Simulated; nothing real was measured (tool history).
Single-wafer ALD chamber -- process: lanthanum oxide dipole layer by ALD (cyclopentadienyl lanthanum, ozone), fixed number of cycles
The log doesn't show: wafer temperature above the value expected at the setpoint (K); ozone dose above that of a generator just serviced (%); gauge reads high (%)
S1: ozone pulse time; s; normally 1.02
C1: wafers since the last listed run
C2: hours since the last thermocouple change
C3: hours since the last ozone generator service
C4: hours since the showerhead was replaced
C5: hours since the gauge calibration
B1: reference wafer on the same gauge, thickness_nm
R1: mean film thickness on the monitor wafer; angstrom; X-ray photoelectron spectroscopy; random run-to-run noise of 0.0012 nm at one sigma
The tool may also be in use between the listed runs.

Run 1, hour 0.0: usual settings; C1 0; C2 969.2; C3 1575.1; C4 3894.9; C5 82.0; B1 0.457. Result: R1 4.21 angstrom.
Run 2, hour 9.5: usual settings; C1 163; C2 978.7; C3 1584.6; C4 3904.4; C5 91.5; B1 0.457. Result: R1 4.22 angstrom.
Run 3, hour 27.2: usual settings; C1 304; C2 996.4; C3 1602.3; C4 3922.1; C5 109.2; B1 0.457. Result: R1 4.21 angstrom.
Run 4, hour 44.6: usual settings but S1 0.87 s; C1 299; C2 1013.8; C3 1619.7; C4 3939.5; C5 126.6; B1 0.457. Result: R1 3.71 angstrom.
Run 5, hour 65.9: usual settings but S1 0.87 s; C1 366; C2 1035.1; C3 1641.0; C4 3960.8; C5 147.9; B1 0.457. Result: R1 3.66 angstrom.
Run 6, hour 73.8: usual settings but S1 0.87 s; C1 136; C2 1043.0; C3 1648.9; C4 3968.7; C5 155.8; B1 0.457. Result: R1 3.66 angstrom.
At hour 91.1: showerhead replaced.
Run 7, hour 91.6: usual settings but S1 0.81 s; C1 168; C2 1060.8; C3 1666.7; C4 0.5; C5 173.6; B1 0.457. Result: R1 3.39 angstrom.
Run 8, hour 104.2: usual settings but S1 0.81 s; C1 216; C2 1073.4; C3 1679.3; C4 13.1; C5 186.2; B1 0.457. Result: R1 3.39 angstrom.
Run 9, hour 121.0: usual settings but S1 0.81 s; C1 289; C2 1090.2; C3 1696.1; C4 29.9; C5 203.0; B1 0.457. Result: R1 3.37 angstrom.
At hour 135.2: thermocouple changed; heater temperature recalibrated.
Run 10, hour 135.7: usual settings; C1 115; C2 0.5; C3 1710.8; C4 44.6; C5 217.7; B1 0.457. Result: R1 4.11 angstrom.
At hour 155.8: ozone generator serviced.
Run 11, hour 156.3: usual settings; C1 216; C2 21.1; C3 0.5; C4 65.2; C5 238.3; B1 0.457. Result: R1 4.81 angstrom.
Run 12, hour 160.7: usual settings but S1 1.31 s; C1 75; C2 25.5; C3 4.9; C4 69.6; C5 242.7; B1 0.457. Result: R1 5.24 angstrom.
Run 13, hour 168.8: usual settings but S1 1.14 s; C1 139; C2 33.6; C3 13.0; C4 77.7; C5 250.8; B1 0.457. Result: R1 5.04 angstrom.
Run 14, hour 182.0: usual settings; C1 227; C2 46.8; C3 26.2; C4 90.9; C5 264.0; B1 0.457. Result: R1 4.82 angstrom.
Run 15, hour 191.2: usual settings but S1 1.16 s; C1 158; C2 56.0; C3 35.4; C4 100.1; C5 273.2; B1 0.457. Result: R1 5.07 angstrom.
Run 16, hour 200.4: usual settings but S1 0.89 s; C1 158; C2 65.2; C3 44.6; C4 109.3; C5 282.4; B1 0.457. Result: R1 4.47 angstrom.
Run 17, hour 206.9: usual settings but S1 1.32 s; C1 111; C2 71.7; C3 51.1; C4 115.8; C5 288.9; B1 0.458. Result: R1 5.23 angstrom.
At hour 218.0: gauge calibrated.
Run 18, hour 226.9: usual settings but S1 0.64 s; C1 344; C2 91.7; C3 71.1; C4 135.8; C5 8.9; B1 0.457. Result: R1 3.26 angstrom.
Run 19, hour 240.3: usual settings but S1 0.63 s; C1 230; C2 105.1; C3 84.5; C4 149.2; C5 22.3; B1 0.457. Result: R1 3.19 angstrom.
Run 20, hour 254.3: usual settings but S1 1.31 s; C1 241; C2 119.1; C3 98.5; C4 163.2; C5 36.3; B1 0.457. Result: R1 5.24 angstrom.
Run 21, hour 264.9: usual settings but S1 0.83 s; C1 182; C2 129.7; C3 109.1; C4 173.8; C5 46.9; B1 0.457. Result: R1 4.24 angstrom.
Run 22, hour 275.2: usual settings; C1 177; C2 140.0; C3 119.4; C4 184.1; C5 57.2; B1 0.457. Result: R1 4.83 angstrom.
Run 23, hour 290.1: usual settings but S1 1.34 s; C1 256; C2 154.9; C3 134.3; C4 199.0; C5 72.1; B1 0.457. Result: R1 5.27 angstrom.
Run 24, hour 302.5: usual settings; C1 213; C2 167.3; C3 146.7; C4 211.4; C5 84.5; B1 0.457. Result: R1 4.80 angstrom.

Each row is a separate what-if for the run after 24, all from the same tool condition, not one after another. Results?
Run A, hour 302.9: usual settings but S1 0.75 s; C1 6; C2 167.7; C3 147.1; C4 211.8; C5 84.9; B1 ?. Result: R1 ?.
Run B, hour 302.9: usual settings but S1 0.88 s; C1 6; C2 167.7; C3 147.1; C4 211.8; C5 84.9; B1 ?. Result: R1 ?.
Run C, hour 302.9: usual settings but S1 1.38 s; C1 6; C2 167.7; C3 147.1; C4 211.8; C5 84.9; B1 ?. Result: R1 ?.
Run D, hour 302.9: usual settings but S1 1.33 s; C1 6; C2 167.7; C3 147.1; C4 211.8; C5 84.9; B1 ?. Result: R1 ?.

run     B1    R1
  A  0.457  3.90
  B  0.457  4.43
  C  0.457  5.29
  D  0.457  5.25
Take away the tool's hidden state, keep each run's random variation, and the runs would have read:
run    R1
  A  3.91
  B  4.44
  C  5.30
  D  5.26
